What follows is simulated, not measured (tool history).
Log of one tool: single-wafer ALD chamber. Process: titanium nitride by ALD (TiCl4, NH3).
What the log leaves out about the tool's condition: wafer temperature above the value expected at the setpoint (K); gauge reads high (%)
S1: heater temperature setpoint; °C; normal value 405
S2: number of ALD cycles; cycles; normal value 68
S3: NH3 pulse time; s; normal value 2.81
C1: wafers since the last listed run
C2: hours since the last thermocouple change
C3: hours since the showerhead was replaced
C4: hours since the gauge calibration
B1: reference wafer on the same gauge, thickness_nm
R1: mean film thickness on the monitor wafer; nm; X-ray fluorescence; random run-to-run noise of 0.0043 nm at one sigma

run   hour   S1  S2    S3   C1      C2      C3     C4     B1     R1
  1    0.0  405  68  2.81    0  1401.4  7816.9   93.1  1.741  1.727
  2    6.8  405  68  2.81   25  1408.2  7823.7   99.9  1.739  1.742
  3   13.2  405  68  2.81   24  1414.6  7830.1  106.3  1.739  1.736
  4   25.1  397  68  3.49   45  1426.5  7842.0  118.2  1.741  1.742
  5   33.0  397  68  3.49   29  1434.4  7849.9  126.1  1.741  1.740
  6   48.7  405  68  2.81   59  1450.1  7865.6  141.8  1.741  1.736
  7   65.4  405  68  2.81   63  1466.8  7882.3  158.5  1.741  1.742
  8   82.2  405  77  2.81   63  1483.6  7899.1  175.3  1.739  1.963
  9   93.9  397  68  1.93   44  1495.3  7910.8  187.0  1.739  1.702
 10  110.2  397  68  1.93   61  1511.6  7927.1  203.3  1.740  1.699
 11  117.5  405  68  1.98   27  1518.9  7934.4  210.6  1.740  1.709
 12  134.4  405  68  1.98   64  1535.8  7951.3  227.5  1.738  1.719
 13  144.2  405  78  2.81   37  1545.6  7961.1  237.3  1.738  1.976
 14  159.0  405  62  3.21   56  1560.4  7975.9  252.1  1.739  1.583
     183.1  -- showerhead replaced
 15  183.6  414  68  2.14   62  1585.0     0.5  276.7  1.741  1.720
 16  211.7  414  68  2.14  106  1613.1    28.6  304.8  1.739  1.724
 17  220.7  405  68  2.81   34  1622.1    37.6  313.8  1.741  1.731
 18  230.3  405  68  2.81   36  1631.7    47.2  323.4  1.740  1.739
 19  237.8  412  61  2.10   28  1639.2    54.7  330.9  1.741  1.540
 20  251.1  393  80  3.41   50  1652.5    68.0  344.2  1.738  2.045
 21  267.9  411  75  1.75   63  1669.3    84.8  361.0  1.740  1.889
 22  285.8  395  68  2.81   67  1687.2   102.7  378.9  1.741  1.729
 23  292.5  396  62  3.91   25  1693.9   109.4  385.6  1.739  1.590
     303.1  -- gauge calibrated
 24  308.2  395  68  2.81   59  1709.6   125.1    5.1  1.742  1.720
 25  320.2  405  73  3.61   45  1721.6   137.1   17.1  1.741  1.876
 26  331.5  405  68  2.81   42  1732.9   148.4   28.4  1.740  1.735
 27  337.7  405  68  3.83   23  1739.1   154.6   34.6  1.740  1.754
 28  348.2  397  68  1.93   39  1749.6   165.1   45.1  1.739  1.714
 29  354.5  392  68  3.52   23  1755.9   171.4   51.4  1.741  1.733
     362.6  -- thermocouple changed; heater temperature recalibrated
 30  369.6  418  55  1.85   26     7.0   186.5   66.5  1.740  1.389
 31  384.9  392  68  3.52   58    22.3   201.8   81.8  1.741  1.738
 32  401.0  405  68  2.81   61    38.4   217.9   97.9  1.741  1.733
 33  445.4  405  59  2.35  168    82.8   262.3  142.3  1.739  1.497
 34  451.7  410  55  3.50   23    89.1   268.6  148.6  1.740  1.415
 35  465.7  414  68  3.79   53   103.1   282.6  162.6  1.740  1.746
 36  472.9  405  68  3.36   27   110.3   289.8  169.8  1.740  1.742
 37  484.4  396  58  3.09   43   121.8   301.3  181.3  1.739  1.477
 38  490.9  410  72  2.40   24   128.3   307.8  187.8  1.739  1.829
 39  498.8  405  68  3.14   29   136.2   315.7  195.7  1.740  1.730
 40  512.3  400  75  2.81   51   149.7   329.2  209.2  1.738  1.911
 41  527.4  410  68  3.81   57   164.8   344.3  224.3  1.740  1.744

Give the tool's hidden conditions for every run:
wafer temperature above the value expected at the setpoint (K): 0 in every run
gauge reads high (%): 0 in every run

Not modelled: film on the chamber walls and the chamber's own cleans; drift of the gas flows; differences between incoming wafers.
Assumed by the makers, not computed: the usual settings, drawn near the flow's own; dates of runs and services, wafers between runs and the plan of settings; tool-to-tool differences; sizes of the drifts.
